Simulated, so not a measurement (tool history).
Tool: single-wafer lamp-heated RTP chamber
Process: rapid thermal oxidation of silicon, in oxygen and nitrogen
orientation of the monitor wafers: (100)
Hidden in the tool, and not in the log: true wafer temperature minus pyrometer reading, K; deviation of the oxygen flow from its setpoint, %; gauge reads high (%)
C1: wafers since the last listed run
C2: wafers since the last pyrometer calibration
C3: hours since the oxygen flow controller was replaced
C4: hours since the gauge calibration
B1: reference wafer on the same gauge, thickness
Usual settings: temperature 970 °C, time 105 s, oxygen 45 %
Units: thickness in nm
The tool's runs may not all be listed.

Run 1, hour 0: usual settings but temperature 955 °C; C1 0; C2 1793; C3 3267.8; C4 1168.4; B1 3.559. Result: thickness 3.932 nm.
Run 2, hour 26.7: usual settings; C1 238; C2 2032; C3 3294.5; C4 1195.1; B1 3.558. Result: thickness 4.368 nm.
Run 3, hour 47.1: usual settings but oxygen 53 %; C1 182; C2 2214; C3 3314.9; C4 1215.5; B1 3.561. Result: thickness 4.619 nm.
Run 4, hour 59.3: usual settings but oxygen 53 %; C1 109; C2 2323; C3 3327.1; C4 1227.7; B1 3.559. Result: thickness 4.633 nm.
At hour 75.9: gauge calibrated.
Run 5, hour 91.8: usual settings but oxygen 53 %; C1 290; C2 2614; C3 3359.6; C4 15.9; B1 3.56. Result: thickness 4.629 nm.
Run 6, hour 127: usual settings but time 93 s; C1 314; C2 2929; C3 3394.8; C4 51.1; B1 3.561. Result: thickness 4.166 nm.
Run 7, hour 140.6: usual settings but time 93 s; C1 121; C2 3050; C3 3408.4; C4 64.7; B1 3.562. Result: thickness 4.178 nm.
Run 8, hour 167.8: usual settings but time 93 s; C1 243; C2 3293; C3 3435.6; C4 91.9; B1 3.559. Result: thickness 4.197 nm.
Run 9, hour 184.8: usual settings but time 142 s; C1 151; C2 3445; C3 3452.6; C4 108.9; B1 3.558. Result: thickness 5.015 nm.
Run 10, hour 206.1: usual settings but temperature 990 °C; C1 190; C2 3636; C3 3473.9; C4 130.2; B1 3.561. Result: thickness 5.071 nm.
At hour 222.3: oxygen flow controller replaced.
At hour 227.2: pyrometer window cleaned and pyrometer calibrated.
Run 11, hour 227.7: usual settings; C1 78; C2 4; C3 5.4; C4 151.8; B1 3.56. Result: thickness 4.385 nm.
Run 12, hour 236.6: usual settings; C1 79; C2 84; C3 14.3; C4 160.7; B1 3.558. Result: thickness 4.389 nm.
Run 13, hour 256.7: usual settings; C1 179; C2 264; C3 34.4; C4 180.8; B1 3.561. Result: thickness 4.389 nm.
Run 14, hour 279.2: usual settings but temperature 953 °C, time 81 s, oxygen 27 %; C1 201; C2 465; C3 56.9; C4 203.3; B1 3.559. Result: thickness 3.106 nm.
Run 15, hour 312: usual settings but time 85 s, oxygen 36 %; C1 293; C2 758; C3 89.7; C4 236.1; B1 3.56. Result: thickness 3.767 nm.
Run 16, hour 334.9: usual settings but temperature 1000 °C, time 130 s, oxygen 69 %; C1 204; C2 963; C3 112.6; C4 259; B1 3.559. Result: thickness 6.999 nm.
Run 17, hour 354: usual settings but oxygen 31 %; C1 170; C2 1133; C3 131.7; C4 278.1; B1 3.561. Result: thickness 3.926 nm.
Run 18, hour 378.8: usual settings; C1 221; C2 1355; C3 156.5; C4 302.9; B1 3.562. Result: thickness 4.419 nm.
Run 19, hour 405.2: usual settings but temperature 997 °C, oxygen 29 %; C1 236; C2 1591; C3 182.9; C4 329.3; B1 3.561. Result: thickness 4.617 nm.
Run 20, hour 437.9: usual settings but time 141 s, oxygen 58 %; C1 292; C2 1884; C3 215.6; C4 362; B1 3.561. Result: thickness 5.483 nm.
Run 21, hour 468.8: usual settings; C1 276; C2 2160; C3 246.5; C4 392.9; B1 3.56. Result: thickness 4.421 nm.
Run 22, hour 487.7: usual settings; C1 168; C2 2329; C3 265.4; C4 411.8; B1 3.558. Result: thickness 4.433 nm.
Run 23, hour 501.1: usual settings but time 59 s; C1 119; C2 2449; C3 278.8; C4 425.2; B1 3.56. Result: thickness 3.527 nm.
Run 24, hour 523.5: usual settings; C1 200; C2 2649; C3 301.2; C4 447.6; B1 3.562. Result: thickness 4.437 nm.
Run 25, hour 558.1: usual settings; C1 309; C2 2958; C3 335.8; C4 482.2; B1 3.561. Result: thickness 4.454 nm.
Run 26, hour 589.2: usual settings but temperature 986 °C, oxygen 17 %; C1 278; C2 3236; C3 366.9; C4 513.3; B1 3.561. Result: thickness 3.668 nm.
At hour 603: pyrometer window cleaned and pyrometer calibrated.
Run 27, hour 608.9: usual settings; C1 104; C2 52; C3 386.6; C4 533; B1 3.56. Result: thickness 4.374 nm.
Run 28, hour 640.1: usual settings but temperature 999 °C, time 77 s; C1 278; C2 331; C3 417.8; C4 564.2; B1 3.559. Result: thickness 4.704 nm.
Run 29, hour 662.3: usual settings but temperature 960 °C, oxygen 27 %; C1 198; C2 529; C3 440; C4 586.4; B1 3.56. Result: thickness 3.522 nm.
Run 30, hour 690.8: usual settings but time 145 s, oxygen 58 %; C1 254; C2 784; C3 468.5; C4 614.9; B1 3.561. Result: thickness 5.481 nm.
Run 31, hour 725.5: usual settings but temperature 946 °C, time 120 s, oxygen 54 %; C1 310; C2 1094; C3 503.2; C4 649.6; B1 3.56. Result: thickness 4.15 nm.
Run 32, hour 757.9: usual settings; C1 289; C2 1384; C3 535.6; C4 682; B1 3.559. Result: thickness 4.394 nm.
Run 33, hour 777.1: usual settings but temperature 948 °C, time 60 s; C1 171; C2 1556; C3 554.8; C4 701.2; B1 3.56. Result: thickness 3.098 nm.
Run 34, hour 810.1: usual settings but temperature 995 °C, time 141 s, oxygen 66 %; C1 295; C2 1851; C3 587.8; C4 734.2; B1 3.558. Result: thickness 6.915 nm.
Run 35, hour 824.3: usual settings but temperature 958 °C, time 79 s; C1 126; C2 1978; C3 602; C4 748.4; B1 3.559. Result: thickness 3.619 nm.
Run 36, hour 860: usual settings but temperature 995 °C, time 81 s, oxygen 31 %; C1 319; C2 2297; C3 637.7; C4 784.1; B1 3.561. Result: thickness 4.166 nm.
Run 37, hour 896: usual settings; C1 321; C2 2619; C3 673.7; C4 820.1; B1 3.56. Result: thickness 4.42 nm.
Run 38, hour 922.8: usual settings but temperature 953 °C, time 146 s, oxygen 69 %; C1 239; C2 2858; C3 700.5; C4 846.9; B1 3.56. Result: thickness 5.204 nm.

4 ways to go on from here, each from the tool as it stands after run 38. What would each give?
Run A, hour 923.3: usual settings but temperature 958 °C; C1 4; C2 2863; C3 701; C4 847.4; B1 ?. Result: thickness ?.
Run B, hour 923.3: usual settings but temperature 949 °C, time 139 s, oxygen 28 %; C1 4; C2 2863; C3 701; C4 847.4; B1 ?. Result: thickness ?.
Run C, hour 923.3: usual settings but temperature 949 °C, oxygen 22 %; C1 4; C2 2863; C3 701; C4 847.4; B1 ?. Result: thickness ?.
Run D, hour 923.3: usual settings but temperature 979 °C, oxygen 37 %; C1 4; C2 2863; C3 701; C4 847.4; B1 ?. Result: thickness ?.

run    B1  thickness
  A  3.56      4.069
  B  3.56      3.714
  C  3.56      3.165
  D  3.56      4.419
Without the tool's hidden state the same runs would have given:
run  thickness
  A      4.038
  B      3.697
  C      3.155
  D      4.393
